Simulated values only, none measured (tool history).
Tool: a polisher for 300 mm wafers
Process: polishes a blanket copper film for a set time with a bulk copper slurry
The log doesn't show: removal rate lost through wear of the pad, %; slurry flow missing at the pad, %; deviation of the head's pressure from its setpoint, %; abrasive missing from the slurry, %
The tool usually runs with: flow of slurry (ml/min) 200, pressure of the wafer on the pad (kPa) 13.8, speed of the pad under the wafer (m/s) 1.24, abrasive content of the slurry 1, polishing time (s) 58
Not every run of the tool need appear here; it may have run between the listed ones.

run,hour,flow of slurry (ml/min),pressure of the wafer on the pad (kPa),speed of the pad under the wafer (m/s),abrasive content of the slurry,polishing time (s),wafers since the last listed run,wafers polished on this pad,hours since the slurry nozzle was cleaned,hours since the head pressure was calibrated,hours since the slurry blender was calibrated,"incoming thickness of the incoming film, nm",film removed (angstrom)
1,0,200,13.8,1.24,1,58,0,26,282.7,838.2,166.3,4172.5,4246
# hour 5.1: slurry nozzle cleaned
# hour 43.2: head pressure recalibrated
2,51.9,200,16.5,1.24,0.85,58,497,523,46.8,8.7,218.2,4210.6,4815
3,99.9,200,16.5,1.24,0.85,58,488,1011,94.8,56.7,266.2,4186.8,4645
4,165.9,200,13.8,1.24,1,53,671,1682,160.8,122.7,332.2,4169.9,3490
# hour 237.7: worn pad replaced by a new one
5,238.2,200,13.8,1.24,1,53,694,4,233.1,195,404.5,4149.9,3788
6,268.4,200,13.8,1.24,1,58,307,311,263.3,225.2,434.7,4224.3,3985
# hour 270.9: slurry nozzle cleaned
7,297.9,200,13.8,1.24,1,58,289,601,27,254.7,464.2,4236.7,3918
# hour 338: slurry blender recalibrated
8,348.7,200,13.8,1.24,1,58,496,1097,77.8,305.5,10.7,4176,4110
9,400.6,200,16.5,1.24,1,53,527,1625,129.7,357.4,62.6,4205,4459
10,461.1,200,16.5,1.24,1,53,615,2240,190.2,417.9,123.1,4153.3,4396
11,529.1,200,13.8,1.36,1,58,691,2931,258.2,485.9,191.1,4209.1,4374
# hour 541.7: worn pad replaced by a new one
12,576.8,200,13.8,1.24,1,58,444,356,305.9,533.6,238.8,4188.9,4255
# hour 579.8: slurry nozzle cleaned
13,686.7,200,13.8,0.94,1,58,1107,1463,106.9,643.5,348.7,4179.3,3006
14,725.1,135,17.9,1.06,1.1,58,390,1854,145.3,681.9,387.1,4190.2,4043
# hour 737.3: head pressure recalibrated
# hour 791.5: slurry blender recalibrated
15,793.2,200,13.8,1.24,1.15,40,651,2505,213.4,55.9,1.7,4248.4,2846
# hour 816.4: worn pad replaced by a new one
# hour 836.1: slurry nozzle cleaned
16,875.3,230,15.9,1.06,1,58,783,588,39.2,138,83.8,4243.5,4158
17,900.8,200,13.8,1.24,1,58,259,847,64.7,163.5,109.3,4117.9,4112
18,959.3,200,17.2,1.24,0.85,58,594,1442,123.2,222,167.8,4234.1,4836
19,1030.8,200,9,1.24,0.7,70,726,2169,194.7,293.5,239.3,4192.2,2971
# hour 1073.8: worn pad replaced by a new one
20,1074.3,200,13.8,1.24,0.8,58,401,4,238.2,337,282.8,4128.5,4151
# hour 1087.3: slurry nozzle cleaned
21,1100.6,230,15.9,1.06,1,58,257,262,13.3,363.3,309.1,4209.3,4105
22,1145,200,15.2,0.86,1,58,451,713,57.7,407.7,353.5,4192.8,3009
23,1186.7,200,13.8,1.24,1.1,58,423,1137,99.4,449.4,395.2,4165,3897
24,1214.4,200,12.4,1.24,0.8,58,281,1419,127.1,477.1,422.9,4177.7,3355
# hour 1257.8: slurry blender recalibrated
25,1270.1,200,13.8,1.24,1,58,545,1964,182.8,532.8,12.3,4201.8,4081
# hour 1306.1: worn pad replaced by a new one
26,1321.1,200,15.9,0.82,1,58,477,152,233.8,583.8,63.3,4193,3263
27,1361.2,160,16.5,0.82,0.8,58,407,560,273.9,623.9,103.4,4232.9,3095

How the hidden state differs across the entries between the runs, from the last listed run before each to the first after it:
Run 1 -> run 2: slurry nozzle cleaned (hour 5.1); head pressure recalibrated (hour 43.2)
  removal rate lost through wear of the pad, %: 1.65 -> 5.12; abrasive missing from the slurry, %: 8.78 -> 12.2
  measured result minus the result with no hidden state, film removed (angstrom): -129 -> -353
Run 4 -> run 5: worn pad replaced by a new one (hour 237.7)
  removal rate lost through wear of the pad, %: 8.33 -> 0.584; abrasive missing from the slurry, %: 22.8 -> 31.8
  measured result minus the result with no hidden state, film removed (angstrom): -456 -> -223
Run 6 -> run 7: slurry nozzle cleaned (hour 270.9)
  removal rate lost through wear of the pad, %: 2.89 -> 4.51; abrasive missing from the slurry, %: 36.1 -> 40.6
  measured result minus the result with no hidden state, film removed (angstrom): -369 -> -472
Run 7 -> run 8: slurry blender recalibrated (hour 338)
  removal rate lost through wear of the pad, %: 4.51 -> 6.32; abrasive missing from the slurry, %: 40.6 -> 0.0864
  measured result minus the result with no hidden state, film removed (angstrom): -472 -> -278
Run 11 -> run 12: worn pad replaced by a new one (hour 541.7)
  removal rate lost through wear of the pad, %: 8.4 -> 2.74; abrasive missing from the slurry, %: 6.25 -> 9.72
  measured result minus the result with no hidden state, film removed (angstrom): -446 -> -185
Run 12 -> run 13: slurry nozzle cleaned (hour 579.8)
  removal rate lost through wear of the pad, %: 2.74 -> 6.65; abrasive missing from the slurry, %: 9.72 -> 20.7
  measured result minus the result with no hidden state, film removed (angstrom): -185 -> -319
Run 14 -> run 15: head pressure recalibrated (hour 737.3); slurry blender recalibrated (hour 791.5)
  removal rate lost through wear of the pad, %: 7.22 -> 7.79; abrasive missing from the slurry, %: 25.4 -> 3.62
  measured result minus the result with no hidden state, film removed (angstrom): -495 -> -257
Run 15 -> run 16: worn pad replaced by a new one (hour 816.4); slurry nozzle cleaned (hour 836.1)
  removal rate lost through wear of the pad, %: 7.79 -> 5.03; abrasive missing from the slurry, %: 3.62 -> 4.8
  measured result minus the result with no hidden state, film removed (angstrom): -257 -> -251
Run 19 -> run 20: worn pad replaced by a new one (hour 1073.8)
  removal rate lost through wear of the pad, %: 8.54 -> 0.66; abrasive missing from the slurry, %: 13.3 -> 17.2
  measured result minus the result with no hidden state, film removed (angstrom): -342 -> -137
Run 20 -> run 21: slurry nozzle cleaned (hour 1087.3)
  removal rate lost through wear of the pad, %: 0.66 -> 2.71; abrasive missing from the slurry, %: 17.2 -> 19.8
  measured result minus the result with no hidden state, film removed (angstrom): -137 -> -246
Run 24 -> run 25: slurry blender recalibrated (hour 1257.8)
  removal rate lost through wear of the pad, %: 7.07 -> 7.87; abrasive missing from the slurry, %: 33.9 -> 0.958
  measured result minus the result with no hidden state, film removed (angstrom): -456 -> -355
Run 25 -> run 26: worn pad replaced by a new one (hour 1306.1)
  removal rate lost through wear of the pad, %: 7.87 -> 1.52; abrasive missing from the slurry, %: 0.958 -> 1.61
  measured result minus the result with no hidden state, film removed (angstrom): -355 -> -58

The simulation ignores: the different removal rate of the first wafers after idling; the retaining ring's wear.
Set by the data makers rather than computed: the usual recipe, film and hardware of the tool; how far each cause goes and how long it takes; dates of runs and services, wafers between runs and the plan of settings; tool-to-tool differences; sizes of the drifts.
